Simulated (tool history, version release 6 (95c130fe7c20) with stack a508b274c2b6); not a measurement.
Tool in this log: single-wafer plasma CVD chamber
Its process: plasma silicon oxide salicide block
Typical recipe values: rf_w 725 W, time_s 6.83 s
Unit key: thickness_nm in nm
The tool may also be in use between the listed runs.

run	day	rf_w	time_s	read-back reference wafer on the same gauge, thickness_nm	thickness_nm
1	0.000	725	6.83	85.101	69.333
2	0.612	725	6.83	85.135	68.933
3	1.142	725	6.83	85.124	69.156
4	1.550	725	6.83	85.128	69.075
5	2.196	725	6.83	85.101	68.945
6	2.683	725	6.83	85.140	68.920
7	3.262	725	6.83	85.115	68.860
8	3.579	625	6.83	85.137	64.614
9	3.862	625	6.83	85.100	64.499
10	4.279	725	6.83	85.115	68.733
# day 4.288: gauge calibrated
11	4.583	765	7.25	85.097	74.901
# day 5.117: RF generator calibrated
12	6.396	610	6.26	85.111	60.340
# day 6.875: showerhead replaced
13	6.896	670	6.47	85.097	64.585
14	7.354	725	6.83	85.060	70.968
15	8.088	845	7.41	85.143	81.748
16	8.783	660	6.83	85.134	67.796
17	9.092	620	5.68	85.100	55.003
18	9.708	725	6.83	85.079	70.814
19	10.388	770	6.83	85.130	72.613
20	10.679	725	6.23	85.144	64.328

4 ways to go on from here, each from the tool as it stands after run 20. What would each give?
A	10.696	725	6.83	?	?
B	10.696	770	8.13	?	?
C	10.696	825	7.22	?	?
D	10.696	725	8.08	?	?

run	read-back reference wafer on the same gauge, thickness_nm	thickness_nm
A	85.107	70.531
B	85.107	86.102
C	85.107	78.653
D	85.107	83.439
Take away the tool's hidden state, keep each run's random variation, and the runs would have read:
run	thickness_nm
A	71.038
B	86.721
C	79.219
D	84.039

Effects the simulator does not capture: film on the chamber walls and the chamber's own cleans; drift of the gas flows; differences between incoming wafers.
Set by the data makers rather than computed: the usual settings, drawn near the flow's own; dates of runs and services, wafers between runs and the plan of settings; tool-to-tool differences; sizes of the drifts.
